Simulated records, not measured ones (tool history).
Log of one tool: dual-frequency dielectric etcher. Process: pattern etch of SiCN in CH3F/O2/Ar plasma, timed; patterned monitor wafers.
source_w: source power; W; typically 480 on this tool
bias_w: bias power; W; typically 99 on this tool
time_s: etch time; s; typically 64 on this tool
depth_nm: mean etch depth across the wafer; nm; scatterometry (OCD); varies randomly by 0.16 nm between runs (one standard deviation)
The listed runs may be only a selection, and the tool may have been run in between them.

run   hour  source_w  bias_w  time_s  read-back reference wafer on the same gauge, depth_nm  depth_nm
  1      0       480      99      64                                                  26.15     26.64
  2   11.7       480      99      64                                                  26.15     26.66
  3     19       480      99      64                                                  26.09     26.67
  4   34.8       480      99      64                                                  26.15     26.59
  5   46.6       480      99      64                                                  26.09     26.26
  6   53.3       480      99      64                                                  26.11     26.22
  7   67.9       480      99      64                                                  26.14     26.64
  8   82.4       480      99    49.5                                                  26.07     20.49
  9  117.9       420      99      83                                                  26.08     31.66
 10  129.8       480      99      64                                                  26.12     26.12
 11  142.2       370      99      79                                                  26.13     27.71
 12  148.4       440      76      71                                                  26.09     25.99
     161.3  -- gauge calibrated
 13  164.9       360      89    57.5                                                  26.08     19.24
 14  173.5       440      99      64                                                  26.08     25.08
 15    189       530      99      64                                                  26.07     27.48
 16  203.3       480      99      64                                                  26.02     25.97
     227.6  -- upper electrode replaced
 17  228.1       480      99      64                                                  26.12     25.95
     234.5  -- source power generator calibrated
 18    235       400      99      64                                                  26.07      23.3
     249.2  -- bias power generator calibrated
     261.9  -- wet clean of the chamber
 19  262.4       480      99      79                                                  26.07     34.19
 20  262.7       450      79    74.5                                                  26.07     29.33
 21  266.9       480      99      64                                                   26.1     27.43
 22  278.3       480     121    58.5                                                   26.1     26.48

Run 23 is up next; what results do you expect?
 23  290.5       480      85    69.5                                                      ?         ?

read-back reference wafer on the same gauge, depth_nm: 26.16
depth_nm: 28.41 nm
With the hidden condition absent and the run-to-run variation left alone, this run would have shown depth_nm 28.43 nm.
